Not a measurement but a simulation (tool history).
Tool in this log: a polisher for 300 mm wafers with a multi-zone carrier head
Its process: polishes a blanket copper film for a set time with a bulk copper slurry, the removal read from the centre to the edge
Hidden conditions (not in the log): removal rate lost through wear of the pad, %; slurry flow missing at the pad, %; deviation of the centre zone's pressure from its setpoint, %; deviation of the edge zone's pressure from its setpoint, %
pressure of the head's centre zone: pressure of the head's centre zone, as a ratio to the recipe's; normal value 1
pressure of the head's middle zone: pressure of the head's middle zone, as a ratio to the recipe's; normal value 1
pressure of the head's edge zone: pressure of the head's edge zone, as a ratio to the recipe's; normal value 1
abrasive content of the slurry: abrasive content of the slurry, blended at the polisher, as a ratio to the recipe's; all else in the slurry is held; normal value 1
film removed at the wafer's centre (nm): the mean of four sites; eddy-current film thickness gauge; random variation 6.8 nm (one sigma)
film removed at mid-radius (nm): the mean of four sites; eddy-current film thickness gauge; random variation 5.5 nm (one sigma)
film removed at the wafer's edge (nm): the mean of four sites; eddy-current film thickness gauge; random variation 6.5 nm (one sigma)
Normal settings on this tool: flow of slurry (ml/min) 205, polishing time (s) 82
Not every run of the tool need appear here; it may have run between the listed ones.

run     day  flow of slurry (ml/min)  pressure of the head's centre zone  pressure of the head's middle zone  pressure of the head's edge zone  abrasive content of the slurry  polishing time (s)  wafers since the last listed run  wafers polished on this pad  hours since the slurry nozzle was cleaned  hours since the centre zone pressure was calibrated  hours since the edge zone pressure was calibrated  hours since the carrier head's membrane was replaced  incoming thickness of the incoming film, nm  film removed at the wafer's centre (nm)  film removed at mid-radius (nm)  film removed at the wafer's edge (nm)
  1       0                      205                                   1                                   1                                 1                               1                  96                                 0                          287                                        1.9                                                577.9                                              463.9                                                1487.8                                       3581.7                                    780.2                            756.5                                  761.4
  2   2.621                      205                                   1                                   1                                 1                               1                  96                               647                          935                                       64.8                                                640.8                                              526.8                                                1550.7                                       3662.9                                    770.9                              756                                  754.5
  3   4.358                      205                                   1                                   1                                 1                               1                  82                               429                         1364                                      106.5                                                682.5                                              568.5                                                1592.4                                       3560.6                                    658.1                            639.6                                  653.1
      4.662  -- edge zone pressure recalibrated
  4   6.654                      205                                   1                                   1                                 1                               1                  82                               546                         1911                                      161.6                                                737.6                                               47.8                                                1647.5                                       3610.6                                    675.9                            638.6                                    648
      8.904  -- carrier head's membrane replaced by a new one
  5   8.925                      205                                   1                                   1                                 1                               1                  82                               509                         2421                                      216.1                                                792.1                                              102.3                                                   0.5                                       3587.6                                    681.6                            643.9                                  644.3
  6  11.708                      205                                   1                                   1                                 1                               1                  82                               687                         3108                                      282.9                                                858.9                                              169.1                                                  67.3                                       3600.7                                      661                            639.6                                  652.6
     12.025  -- worn pad replaced by a new one
  7  12.804                      205                                   1                                   1                                 1                               1                  82                               229                          192                                      309.2                                                885.2                                              195.4                                                  93.6                                       3530.3                                      674                            646.2                                  644.7
  8  15.046                      205                                   1                                   1                                 1                               1                  82                               554                          746                                        363                                                  939                                              249.2                                                 147.4                                       3622.3                                    668.9                            644.7                                  646.2
  9  16.567                      205                                   1                                   1                                 1                               1                  82                               375                         1122                                      399.5                                                975.5                                              285.7                                                 183.9                                         3570                                    682.8                            647.7                                  655.9
 10  18.854                      175                                1.09                                1.08                                 1                             0.8                  82                               565                         1687                                      454.4                                               1030.4                                              340.6                                                 238.8                                       3624.6                                    663.2                            598.4                                  588.5
     24.242  -- worn pad replaced by a new one, of another model than before
     25.875  -- slurry nozzle cleaned
 11  26.871                      205                                   1                                   1                                 1                               1                  82                              1929                          640                                       23.9                                               1222.8                                                533                                                 431.2                                       3583.1                                    689.4                            637.7                                  648.4
     28.338  -- edge zone pressure recalibrated
 12  28.846                      205                                   1                                   1                                 1                               1                  82                               467                         1107                                       71.3                                               1270.2                                               12.2                                                 478.6                                       3601.6                                    687.7                              648                                  655.8
 13  31.204                      150                                   1                                   1                              1.08                               1                  82                               582                         1690                                      127.9                                               1326.8                                               68.8                                                 535.2                                       3579.5                                    679.9                              620                                    659
 14  32.583                      205                                   1                                   1                                 1                               1                  75                               340                         2031                                        161                                               1359.9                                              101.9                                                 568.3                                       3601.3                                    630.8                            587.4                                  590.9
     33.492  -- centre zone pressure recalibrated
 15  35.329                      205                                1.05                                   1                                 1                               1                  82                               658                         2689                                      226.9                                                 44.1                                              167.8                                                 634.2                                       3560.8                                    677.6                            640.2                                  644.3
     37.221  -- worn pad replaced by a new one
 16  37.242                      205                                   1                                   1                                 1                               1                  82                               431                            4                                      272.8                                                   90                                              213.7                                                 680.1                                       3552.1                                    638.4                            638.6                                  659.7
 17  38.754                      205                                1.07                                   1                              0.91                               1                  82                               373                          378                                      309.1                                                126.3                                                250                                                 716.4                                       3574.9                                      679                            648.3                                  621.7
 18  41.633                      205                                   1                                 0.9                               0.9                               1                 101                               711                         1090                                      378.2                                                195.4                                              319.1                                                 785.5                                       3648.4                                    816.4                            747.8                                  773.5
 19  44.429                      155                                1.09                                1.12                              1.12                               1                  82                               691                         1781                                      445.3                                                262.5                                              386.2                                                 852.6                                       3617.9                                    684.1                            668.3                                  663.5
 20  46.908                      205                                0.97                                1.03                                 1                             1.2                  82                               612                         2393                                      504.8                                                  322                                              445.7                                                 912.1                                       3539.4                                    662.6                            705.8                                  696.5
     48.621  -- worn pad replaced by a new one
 21  49.196                      245                                1.09                                   1                               1.1                            1.15                  82                               524                          142                                      559.7                                                376.9                                              500.6                                                   967                                       3558.2                                    777.1                            692.9                                  724.2
     50.354  -- edge zone pressure recalibrated
 22  51.142                      255                                   1                                   1                                 1                               1                  82                               460                          602                                      606.4                                                423.6                                               18.9                                                1013.7                                       3626.3                                    669.8                            658.8                                  658.4

A few steps of film removed at the wafer's centre (nm) between consecutive runs. Split each: what settings, incoming material and random variation would produce without the hidden state, and what is left over for the hidden state, along with gauge scatter present in only one of the two compared results (measured, and without hidden state):
Run 10 -> 11: flow of slurry (ml/min) 175 -> 205, pressure of the head's centre zone 1.09 -> 1, pressure of the head's middle zone 1.08 -> 1, abrasive content of the slurry 0.8 -> 1, worn pad replaced by a new one, of another model than before, slurry nozzle cleaned. film removed at the wafer's centre (nm) +26.2: hidden state +10.6, all else +15.6.
Run 14 -> 15: pressure of the head's centre zone 1 -> 1.05, polishing time (s) 75 -> 82, centre zone pressure recalibrated. film removed at the wafer's centre (nm) +46.8: hidden state -50.7, all else +97.5.
Run 17 -> 18: pressure of the head's centre zone 1.07 -> 1, pressure of the head's middle zone 1 -> 0.9, pressure of the head's edge zone 0.91 -> 0.9, polishing time (s) 82 -> 101. film removed at the wafer's centre (nm) +137.4: hidden state +7.2, all else +130.2.
Run 18 -> 19: flow of slurry (ml/min) 205 -> 155, pressure of the head's centre zone 1 -> 1.09, pressure of the head's middle zone 0.9 -> 1.12, pressure of the head's edge zone 0.9 -> 1.12, polishing time (s) 101 -> 82. film removed at the wafer's centre (nm) -132.3: hidden state -0.6, all else -131.7.
